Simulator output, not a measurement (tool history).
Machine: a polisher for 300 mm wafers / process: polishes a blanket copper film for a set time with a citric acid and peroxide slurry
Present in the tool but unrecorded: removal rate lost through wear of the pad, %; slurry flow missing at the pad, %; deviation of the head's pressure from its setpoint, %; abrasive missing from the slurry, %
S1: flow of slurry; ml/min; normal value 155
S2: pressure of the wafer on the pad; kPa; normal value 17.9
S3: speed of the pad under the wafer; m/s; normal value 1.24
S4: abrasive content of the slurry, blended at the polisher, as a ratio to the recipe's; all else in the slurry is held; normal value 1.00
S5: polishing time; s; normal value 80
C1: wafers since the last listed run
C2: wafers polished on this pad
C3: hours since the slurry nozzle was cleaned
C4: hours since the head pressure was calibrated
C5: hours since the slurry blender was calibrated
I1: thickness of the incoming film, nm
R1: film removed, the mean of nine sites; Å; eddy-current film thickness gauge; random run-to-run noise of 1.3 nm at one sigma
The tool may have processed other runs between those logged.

| run | hour | S1 | S2 | S3 | S4 | S5 | C1 | C2 | C3 | C4 | C5 | I1 | R1 |
|---|---|---|---|---|---|---|---|---|---|---|---|---|---|
| 1 | 0.0 | 155 | 17.9 | 1.24 | 1.00 | 80 | 0 | 256 | 309.9 | 902.7 | 302.8 | 1224.8 | 2148 |
| 2 | 17.7 | 155 | 17.9 | 1.24 | 1.00 | 80 | 212 | 468 | 327.6 | 920.4 | 320.5 | 1218.7 | 2152 |
| 3 | 31.9 | 155 | 17.9 | 1.24 | 1.00 | 80 | 170 | 638 | 341.8 | 934.6 | 334.7 | 1207.5 | 2156 |
| 4 | 38.3 | 155 | 17.9 | 1.24 | 1.00 | 80 | 76 | 715 | 348.2 | 941.0 | 341.1 | 1219.8 | 2131 |
|  | 55.6 | slurry nozzle cleaned |
| 5 | 56.1 | 155 | 17.9 | 1.24 | 0.90 | 80 | 201 | 917 | 0.5 | 958.8 | 358.9 | 1207.7 | 2125 |
|  | 67.9 | head pressure recalibrated |
|  | 71.5 | worn pad replaced by a new one |
| 6 | 73.4 | 155 | 17.9 | 1.24 | 0.90 | 80 | 140 | 22 | 17.8 | 5.5 | 376.2 | 1199.9 | 2067 |
| 7 | 82.0 | 155 | 17.9 | 1.24 | 1.00 | 80 | 103 | 125 | 26.4 | 14.1 | 384.8 | 1210.0 | 2080 |
|  | 86.9 | slurry blender recalibrated |
| 8 | 94.5 | 155 | 17.9 | 1.24 | 1.00 | 80 | 125 | 251 | 38.9 | 26.6 | 7.6 | 1198.3 | 2067 |
| 9 | 102.5 | 155 | 17.9 | 1.24 | 1.00 | 80 | 95 | 347 | 46.9 | 34.6 | 15.6 | 1199.6 | 2050 |
| 10 | 111.0 | 155 | 17.9 | 1.24 | 1.00 | 87 | 101 | 449 | 55.4 | 43.1 | 24.1 | 1208.8 | 2241 |
| 11 | 122.5 | 155 | 17.9 | 1.24 | 1.00 | 80 | 137 | 587 | 66.9 | 54.6 | 35.6 | 1237.3 | 2048 |
| 12 | 128.9 | 155 | 17.9 | 1.24 | 1.00 | 80 | 76 | 664 | 73.3 | 61.0 | 42.0 | 1216.4 | 2085 |
| 13 | 149.3 | 155 | 17.9 | 1.08 | 1.00 | 80 | 244 | 909 | 93.7 | 81.4 | 62.4 | 1218.1 | 1825 |
| 14 | 156.6 | 155 | 17.9 | 1.52 | 1.00 | 59 | 87 | 996 | 101.0 | 88.7 | 69.7 | 1227.7 | 1820 |
| 15 | 164.8 | 155 | 17.9 | 1.24 | 1.00 | 90 | 98 | 1095 | 109.2 | 96.9 | 77.9 | 1186.7 | 2330 |
| 16 | 178.9 | 185 | 17.9 | 1.24 | 1.00 | 71 | 169 | 1264 | 123.3 | 111.0 | 92.0 | 1216.9 | 1875 |
|  | 189.4 | worn pad replaced by a new one, of another model than before |
| 17 | 189.9 | 155 | 17.9 | 1.24 | 1.25 | 80 | 83 | 6 | 134.3 | 122.0 | 103.0 | 1212.4 | 2106 |
| 18 | 200.2 | 110 | 17.9 | 1.24 | 1.00 | 102 | 123 | 129 | 144.6 | 132.3 | 113.3 | 1221.2 | 2525 |
| 19 | 208.0 | 155 | 17.9 | 1.24 | 1.00 | 80 | 93 | 223 | 152.4 | 140.1 | 121.1 | 1205.3 | 2055 |
| 20 | 225.8 | 195 | 17.9 | 1.24 | 1.00 | 90 | 213 | 436 | 170.2 | 157.9 | 138.9 | 1193.1 | 2374 |
| 21 | 237.0 | 155 | 22.8 | 1.24 | 0.70 | 80 | 134 | 571 | 181.4 | 169.1 | 150.1 | 1231.8 | 2371 |
| 22 | 248.1 | 125 | 17.9 | 1.24 | 1.00 | 80 | 133 | 704 | 192.5 | 180.2 | 161.2 | 1231.8 | 2011 |
| 23 | 259.0 | 155 | 17.9 | 1.24 | 1.00 | 80 | 130 | 834 | 203.4 | 191.1 | 172.1 | 1192.6 | 2076 |
| 24 | 271.0 | 155 | 17.9 | 1.24 | 1.00 | 80 | 143 | 978 | 215.4 | 203.1 | 184.1 | 1205.7 | 2054 |
|  | 287.9 | worn pad replaced by a new one |
| 25 | 288.4 | 155 | 17.9 | 1.24 | 1.00 | 80 | 160 | 6 | 232.8 | 220.5 | 201.5 | 1211.0 | 2068 |
| 26 | 292.0 | 155 | 17.9 | 1.24 | 1.00 | 80 | 43 | 49 | 236.4 | 224.1 | 205.1 | 1216.9 | 2050 |
| 27 | 306.7 | 155 | 17.9 | 1.24 | 1.00 | 80 | 176 | 225 | 251.1 | 238.8 | 219.8 | 1211.4 | 2065 |
| 28 | 324.5 | 135 | 22.1 | 1.24 | 1.00 | 97 | 213 | 439 | 268.9 | 256.6 | 237.6 | 1226.0 | 2840 |
| 29 | 333.0 | 200 | 11.7 | 1.24 | 0.90 | 101 | 101 | 541 | 277.4 | 265.1 | 246.1 | 1227.6 | 2096 |
| 30 | 347.4 | 190 | 20.0 | 1.24 | 0.70 | 59 | 172 | 713 | 291.8 | 279.5 | 260.5 | 1214.4 | 1616 |

Below are 4 alternative next runs, each starting from the tool's condition after run 30. Predict each:
| A | 347.8 | 155 | 17.9 | 1.24 | 1.30 | 80 | 4 | 718 | 292.2 | 279.9 | 260.9 | 1220.3 | ? |
| B | 347.8 | 185 | 21.4 | 0.84 | 0.90 | 80 | 4 | 718 | 292.2 | 279.9 | 260.9 | 1220.3 | ? |
| C | 347.8 | 155 | 20.7 | 1.24 | 0.80 | 80 | 4 | 718 | 292.2 | 279.9 | 260.9 | 1220.3 | ? |
| D | 347.8 | 155 | 17.9 | 1.60 | 0.70 | 66 | 4 | 718 | 292.2 | 279.9 | 260.9 | 1220.3 | ? |

| run | R1 |
|---|---|
| A | 2147 |
| B | 1996 |
| C | 2232 |
| D | 1882 |
Without the tool's hidden state the same runs would have given:
| run | R1 |
|---|---|
| A | 2138 |
| B | 1987 |
| C | 2222 |
| D | 1874 |
